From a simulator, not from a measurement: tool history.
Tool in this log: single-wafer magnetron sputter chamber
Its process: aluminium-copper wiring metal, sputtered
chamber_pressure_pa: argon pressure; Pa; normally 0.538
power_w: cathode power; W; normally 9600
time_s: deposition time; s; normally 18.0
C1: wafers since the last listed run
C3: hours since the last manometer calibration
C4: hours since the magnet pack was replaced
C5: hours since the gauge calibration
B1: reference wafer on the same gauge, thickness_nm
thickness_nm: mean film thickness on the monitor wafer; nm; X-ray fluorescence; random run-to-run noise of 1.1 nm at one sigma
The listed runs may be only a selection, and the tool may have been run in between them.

run 1 hour=0.0 | chamber_pressure_pa=0.412 power_w=9600 time_s=18.0 | C1=0 wafers_on_the_sputter_target=4955 C3=1793.4 C4=4992.6 C5=424.1 | B1=305.695 | thickness_nm=292.362
run 2 hour=63.8 | chamber_pressure_pa=0.379 power_w=9600 time_s=20.1 | C1=1260 wafers_on_the_sputter_target=6215 C3=1857.2 C4=5056.4 C5=487.9 | B1=305.800 | thickness_nm=328.487
run 3 hour=123.5 | chamber_pressure_pa=0.379 power_w=9600 time_s=20.1 | C1=1179 wafers_on_the_sputter_target=7395 C3=1916.9 C4=5116.1 C5=547.6 | B1=305.713 | thickness_nm=326.208
run 4 hour=179.9 | chamber_pressure_pa=0.538 power_w=9600 time_s=18.0 | C1=1114 wafers_on_the_sputter_target=8509 C3=1973.3 C4=5172.5 C5=604.0 | B1=305.851 | thickness_nm=269.877
-- hour=209.6 sputter target and shields replaced
run 5 hour=235.6 | chamber_pressure_pa=0.538 power_w=9600 time_s=18.0 | C1=942 wafers_on_the_sputter_target=514 C3=2029.0 C4=5228.2 C5=659.7 | B1=305.297 | thickness_nm=281.107
run 6 hour=297.7 | chamber_pressure_pa=0.598 power_w=9600 time_s=18.0 | C1=1226 wafers_on_the_sputter_target=1740 C3=2091.1 C4=5290.3 C5=721.8 | B1=306.176 | thickness_nm=274.369
-- hour=353.3 magnet pack replaced
run 7 hour=353.8 | chamber_pressure_pa=0.598 power_w=9600 time_s=18.0 | C1=950 wafers_on_the_sputter_target=2691 C3=2147.2 C4=0.5 C5=777.9 | B1=305.390 | thickness_nm=273.506
run 8 hour=381.6 | chamber_pressure_pa=0.598 power_w=9600 time_s=18.0 | C1=549 wafers_on_the_sputter_target=3240 C3=2175.0 C4=28.3 C5=805.7 | B1=305.489 | thickness_nm=269.269
-- hour=421.1 capacitance manometer re-zeroed and calibrated
run 9 hour=439.9 | chamber_pressure_pa=0.538 power_w=9600 time_s=18.0 | C1=993 wafers_on_the_sputter_target=4233 C3=18.8 C4=86.6 C5=864.0 | B1=306.347 | thickness_nm=276.723
run 10 hour=490.4 | chamber_pressure_pa=0.598 power_w=9600 time_s=18.0 | C1=997 wafers_on_the_sputter_target=5231 C3=69.3 C4=137.1 C5=914.5 | B1=305.818 | thickness_nm=267.943
-- hour=494.9 gauge calibrated
run 11 hour=540.6 | chamber_pressure_pa=0.698 power_w=11100 time_s=16.4 | C1=991 wafers_on_the_sputter_target=6223 C3=119.5 C4=187.3 C5=45.7 | B1=306.344 | thickness_nm=268.784
run 12 hour=570.8 | chamber_pressure_pa=0.598 power_w=9600 time_s=18.0 | C1=596 wafers_on_the_sputter_target=6819 C3=149.7 C4=217.5 C5=75.9 | B1=306.018 | thickness_nm=263.873
-- hour=613.5 sputter target and shields replaced
run 13 hour=631.7 | chamber_pressure_pa=0.538 power_w=9600 time_s=18.0 | C1=1044 wafers_on_the_sputter_target=360 C3=210.6 C4=278.4 C5=136.8 | B1=305.580 | thickness_nm=278.582
run 14 hour=667.6 | chamber_pressure_pa=0.538 power_w=9600 time_s=18.0 | C1=709 wafers_on_the_sputter_target=1069 C3=246.5 C4=314.3 C5=172.7 | B1=306.304 | thickness_nm=278.658
run 15 hour=693.9 | chamber_pressure_pa=0.682 power_w=7200 time_s=18.0 | C1=519 wafers_on_the_sputter_target=1588 C3=272.8 C4=340.6 C5=199.0 | B1=305.882 | thickness_nm=197.697
run 16 hour=723.3 | chamber_pressure_pa=0.538 power_w=7600 time_s=15.5 | C1=580 wafers_on_the_sputter_target=2169 C3=302.2 C4=370.0 C5=228.4 | B1=306.531 | thickness_nm=190.936
run 17 hour=938.1 | chamber_pressure_pa=0.362 power_w=10550 time_s=18.0 | C1=4243 wafers_on_the_sputter_target=6412 C3=517.0 C4=584.8 C5=443.2 | B1=306.098 | thickness_nm=323.722
run 18 hour=1001.3 | chamber_pressure_pa=0.475 power_w=8550 time_s=18.0 | C1=1248 wafers_on_the_sputter_target=7661 C3=580.2 C4=648.0 C5=506.4 | B1=306.301 | thickness_nm=246.857
run 19 hour=1031.8 | chamber_pressure_pa=0.741 power_w=11800 time_s=21.5 | C1=602 wafers_on_the_sputter_target=8263 C3=610.7 C4=678.5 C5=536.9 | B1=305.815 | thickness_nm=357.893

What if the next run were any one of these 5? Each begins from the tool's condition after run 19:
run A hour=1032.2 | chamber_pressure_pa=0.538 power_w=9600 time_s=18.0 | C1=7 wafers_on_the_sputter_target=8271 C3=611.1 C4=678.9 C5=537.3 | B1=? | thickness_nm=?
run B hour=1032.2 | chamber_pressure_pa=0.538 power_w=7900 time_s=14.8 | C1=7 wafers_on_the_sputter_target=8271 C3=611.1 C4=678.9 C5=537.3 | B1=? | thickness_nm=?
run C hour=1032.2 | chamber_pressure_pa=0.716 power_w=9600 time_s=18.0 | C1=7 wafers_on_the_sputter_target=8271 C3=611.1 C4=678.9 C5=537.3 | B1=? | thickness_nm=?
run D hour=1032.2 | chamber_pressure_pa=0.721 power_w=7700 time_s=19.5 | C1=7 wafers_on_the_sputter_target=8271 C3=611.1 C4=678.9 C5=537.3 | B1=? | thickness_nm=?
run E hour=1032.2 | chamber_pressure_pa=0.353 power_w=8200 time_s=15.7 | C1=7 wafers_on_the_sputter_target=8271 C3=611.1 C4=678.9 C5=537.3 | B1=? | thickness_nm=?

run=A B1=305.841 thickness_nm=267.281
run=B B1=305.841 thickness_nm=180.848
run=C B1=305.841 thickness_nm=248.020
run=D B1=305.841 thickness_nm=215.066
run=E B1=305.841 thickness_nm=215.760
Take away the tool's hidden state, keep each run's random variation, and the runs would have read:
run=A thickness_nm=281.546
run=B thickness_nm=190.500
run=C thickness_nm=261.257
run=D thickness_nm=226.543
run=E thickness_nm=227.275
